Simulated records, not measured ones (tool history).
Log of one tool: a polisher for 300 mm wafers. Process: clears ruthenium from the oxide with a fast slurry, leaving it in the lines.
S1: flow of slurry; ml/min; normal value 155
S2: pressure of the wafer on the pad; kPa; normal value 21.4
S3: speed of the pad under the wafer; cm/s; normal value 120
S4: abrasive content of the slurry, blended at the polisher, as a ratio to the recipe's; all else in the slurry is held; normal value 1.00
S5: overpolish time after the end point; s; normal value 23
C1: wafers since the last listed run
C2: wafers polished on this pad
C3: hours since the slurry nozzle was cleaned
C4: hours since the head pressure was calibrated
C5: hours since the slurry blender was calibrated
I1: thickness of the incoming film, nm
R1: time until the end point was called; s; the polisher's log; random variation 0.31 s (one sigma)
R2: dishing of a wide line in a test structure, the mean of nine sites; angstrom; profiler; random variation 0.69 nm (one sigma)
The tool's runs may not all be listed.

run,hour,S1,S2,S3,S4,S5,C1,C2,C3,C4,C5,I1,R1,R2
1,0.0,155,21.4,120,1.00,23,0,5129,422.5,312.2,313.3,166.9,28.4,343
# hour 44.6: worn pad replaced by a new one
# hour 62.7: slurry nozzle cleaned
# hour 129.6: slurry blender recalibrated
2,174.0,155,21.4,120,1.00,30,2409,1823,111.3,486.2,44.4,173.0,29.5,356
3,493.3,155,21.4,120,1.00,30,4607,6430,430.6,805.5,363.7,172.4,29.4,355
# hour 532.4: worn pad replaced by a new one
# hour 562.2: slurry nozzle cleaned
4,580.0,155,21.4,120,1.00,30,1178,671,17.8,892.2,450.4,168.5,30.2,355
# hour 647.1: slurry blender recalibrated
5,653.9,155,21.4,120,1.00,23,1037,1709,91.7,966.1,6.8,170.7,31.6,342
6,714.3,155,21.4,120,1.00,23,871,2580,152.1,1026.5,67.2,170.3,31.9,327
7,807.5,155,21.4,120,1.00,23,1344,3925,245.3,1119.7,160.4,170.9,32.2,335
# hour 843.9: head pressure recalibrated
# hour 914.4: worn pad replaced by a new one, repeated, since the last time left the tool worse
8,931.6,155,21.4,120,1.00,23,1704,247,369.4,87.7,284.5,168.5,27.5,351
9,997.5,155,21.4,120,1.00,23,950,1198,435.3,153.6,350.4,169.5,28.1,357
# hour 1040.2: slurry nozzle cleaned
10,1066.2,155,21.4,120,1.00,23,976,2175,26.0,222.3,419.1,170.4,28.5,339
# hour 1147.6: slurry blender recalibrated
11,1150.8,155,21.4,120,1.00,23,1191,3367,110.6,306.9,3.2,168.7,28.5,345
12,1207.6,155,21.4,120,1.00,23,819,4187,167.4,363.7,60.0,169.1,29.2,356
13,1286.9,155,21.4,120,1.00,23,1144,5331,246.7,443.0,139.3,171.6,29.3,364
14,1336.9,155,21.4,88,1.20,23,721,6052,296.7,493.0,189.3,168.1,31.1,347
# hour 1378.1: worn pad replaced by a new one
15,1387.7,155,21.4,120,1.00,23,675,139,347.5,543.8,240.1,172.1,27.8,339
# hour 1533.0: slurry nozzle cleaned
# hour 1546.6: slurry blender recalibrated
16,1601.3,105,21.4,90,1.00,23,3038,3177,68.3,757.4,54.7,172.5,37.6,330
17,1675.8,185,21.4,120,1.20,19,1075,4252,142.8,831.9,129.2,169.2,25.8,346
18,1726.7,155,21.4,120,1.00,23,734,4987,193.7,882.8,180.1,167.4,28.5,357
19,1785.8,185,24.8,120,0.90,30,852,5840,252.8,941.9,239.2,170.1,26.0,341
# hour 1796.0: worn pad replaced by a new one
20,1883.3,155,17.2,120,1.25,23,1349,1259,350.3,1039.4,336.7,169.3,31.1,338
# hour 1905.8: head pressure recalibrated
# hour 1945.8: slurry nozzle cleaned
# hour 1960.5: slurry blender recalibrated
21,1963.8,155,28.3,102,1.00,11,1089,2349,18.0,58.0,3.3,169.3,24.2,319
22,2047.9,110,21.4,120,1.10,11,1213,3562,102.1,142.1,87.4,168.5,28.9,280
23,2084.0,155,21.4,120,1.00,23,520,4083,138.2,178.2,123.5,169.2,29.2,339
24,2181.7,125,25.5,152,1.00,18,1409,5493,235.9,275.9,221.2,169.4,22.3,353
25,2247.2,110,15.9,120,1.00,12,945,6438,301.4,341.4,286.7,167.2,40.8,257
# hour 2267.0: worn pad replaced by a new one
26,2328.1,155,21.4,120,1.00,23,1109,882,382.3,422.3,367.6,167.2,27.3,348

3 ways to go on from here, each from the tool as it stands after run 26. What would each give?
A,2328.5,155,21.4,120,1.00,23,5,887,382.7,422.7,368.0,171.8,?,?
B,2328.5,155,21.4,120,0.75,23,5,887,382.7,422.7,368.0,171.8,?,?
C,2328.5,105,25.5,150,0.70,23,5,887,382.7,422.7,368.0,171.8,?,?

run,R1,R2
A,28.1,346
B,33.9,338
C,28.5,346
With the hidden condition removed and each run's random variation left untouched, the same runs would have given:
run,R1,R2
A,27.6,347
B,33.2,339
C,28.0,347
